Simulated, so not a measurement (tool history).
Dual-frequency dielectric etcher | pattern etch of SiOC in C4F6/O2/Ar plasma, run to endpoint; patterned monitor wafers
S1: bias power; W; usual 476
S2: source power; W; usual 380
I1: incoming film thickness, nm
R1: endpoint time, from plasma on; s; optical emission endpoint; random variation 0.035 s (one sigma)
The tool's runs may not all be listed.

run,hour,S1,S2,I1,R1
1,0,501,380,34.88,11.6
2,101.7,476,380,34.88,11.8
3,204.6,476,380,34.7,11.8
4,266.9,476,380,35.17,11.9
5,295.9,476,380,34.78,11.8
6,385,476,380,34.68,11.8
7,585.3,476,380,34.82,11.8
8,635.3,476,380,34.92,11.9
9,720.8,476,380,34.88,12
10,769.1,476,380,34.9,12
11,965.9,476,380,35.23,12
12,1035.6,476,380,35.21,11.7
13,1127.1,420,380,34.72,12.2
14,1200.6,424,340,35.14,12.7
15,1271.5,377,440,34.84,11.8
16,1328.1,583,380,34.84,11.1
17,1412,476,380,34.73,11.8
18,1482.9,398,380,35.05,12.4
19,1783.8,476,380,34.76,11.7
20,1849.5,534,410,34.86,11.1
21,1895.6,508,290,34.81,12.8
22,1937.4,372,330,34.96,13.3

Taken out of this log: 8 entries between the listed runs. Where each belongs, and how the hidden state differs across it:
Between runs 3 and 4: wet clean of the chamber (hour 266.4)
  bias power that arrives over what is set, %: 2.99 -> 3.13; source power that arrives over what is set, %: -3.68 -> -3.87
Between runs 7 and 8: wet clean of the chamber (hour 634.8)
  bias power that arrives over what is set, %: 3.85 -> 3.96; source power that arrives over what is set, %: -4.92 -> -5.09
Between runs 11 and 12: source power generator calibrated (hour 1014.9); wet clean of the chamber (hour 1016.5)
  bias power that arrives over what is set, %: 4.71 -> 4.87; source power that arrives over what is set, %: -6.35 -> -0.643
Between runs 12 and 13: bias power generator calibrated (hour 1075.9)
  bias power that arrives over what is set, %: 4.87 -> -0.683; source power that arrives over what is set, %: -0.643 -> -0.651
Between runs 17 and 18: wet clean of the chamber (hour 1446.5)
  bias power that arrives over what is set, %: -0.0366 -> 0.124; source power that arrives over what is set, %: -0.748 -> -0.789
Between runs 18 and 19: upper electrode replaced (hour 1511.2)
  bias power that arrives over what is set, %: 0.124 -> 0.807; source power that arrives over what is set, %: -0.789 -> -1.04
Between runs 19 and 20: wet clean of the chamber (hour 1839.4)
  bias power that arrives over what is set, %: 0.807 -> 0.956; source power that arrives over what is set, %: -1.04 -> -1.11
